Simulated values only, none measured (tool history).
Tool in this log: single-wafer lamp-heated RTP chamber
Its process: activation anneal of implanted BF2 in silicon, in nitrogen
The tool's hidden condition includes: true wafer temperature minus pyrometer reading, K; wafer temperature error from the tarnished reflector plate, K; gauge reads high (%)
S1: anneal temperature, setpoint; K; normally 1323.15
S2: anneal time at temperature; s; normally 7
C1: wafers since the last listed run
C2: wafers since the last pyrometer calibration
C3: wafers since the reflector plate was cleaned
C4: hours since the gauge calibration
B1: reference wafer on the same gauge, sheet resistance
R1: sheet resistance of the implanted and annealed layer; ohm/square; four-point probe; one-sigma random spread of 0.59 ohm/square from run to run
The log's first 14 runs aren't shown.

run   hour       S1  S2   C1    C2    C3     C4      B1      R1
 15  168.7  1323.15   7  123  6034  7629  416.1  147.99  145.76
 16  178.2  1323.15   7  170  6205  7799  425.6  148.09  145.24
     189.0  -- reflector plate cleaned
 17  189.5  1323.15   7   59  6264     8  436.9  148.03  145.53
 18  196.3  1323.15   7  122  6386   130  443.7  148.04  144.92
 19  210.9  1298.15   4  262  6648   392  458.3  148.01  181.16
 20  221.2  1336.15   4  184  6833   577  468.6  147.99  146.46
 21  229.9  1323.15   7  156  6989   733  477.3  148.12  146.18
 22  244.8  1306.15   5  267  7257  1001  492.2  147.96  167.63
     257.5  -- pyrometer window cleaned and pyrometer calibrated
 23  258.0  1294.15   4   93     9  1094  505.4  147.99  192.48
 24  269.1  1312.15   4  199   208  1294  516.5  147.97  173.42
 25  280.1  1352.15   3  197   405  1491  527.5  148.02  144.99
     280.7  -- gauge calibrated
 26  286.7  1334.15  10  118   524  1610    6.0  148.06  133.03
 27  303.9  1339.15   3  308   833  1918   23.2  148.18  153.74
 28  315.0  1302.15   7  199  1032  2118   34.3  148.05  169.45
 29  324.9  1323.15   7  177  1210  2296   44.2  148.06  149.33
 30  340.0  1350.15  10  271  1481  2567   59.3  148.15  121.83
 31  350.6  1323.15   7  190  1671  2757   69.9  147.99  149.17
 32  364.1  1348.15   4  242  1914  2999   83.4  147.95  140.43
 33  375.6  1323.15   7  206  2120  3206   94.9  148.11  148.46
 34  384.1  1323.15  11  152  2273  3358  103.4  147.97  138.01
 35  401.1  1323.15   7  305  2578  3664  120.4  147.94  147.84
 36  412.5  1344.15   4  204  2783  3868  131.8  147.99  143.39

Predict each of these 4 candidate next runs independently; none follows another, all start after run 36:
  A  412.9  1323.15  10   7  2790  3876  132.2   ?   ?
  B  412.9  1344.15  10   7  2790  3876  132.2   ?   ?
  C  412.9  1323.15   3   7  2790  3876  132.2   ?   ?
  D  412.9  1331.15   7   7  2790  3876  132.2   ?   ?

run      B1      R1
  A  147.87  140.23
  B  147.87  125.35
  C  147.87  165.55
  D  147.87  141.46
Had the tool no hidden state, the same runs would have come out as:
run      R1
  A  142.99
  B  127.54
  C  168.57
  D  144.06
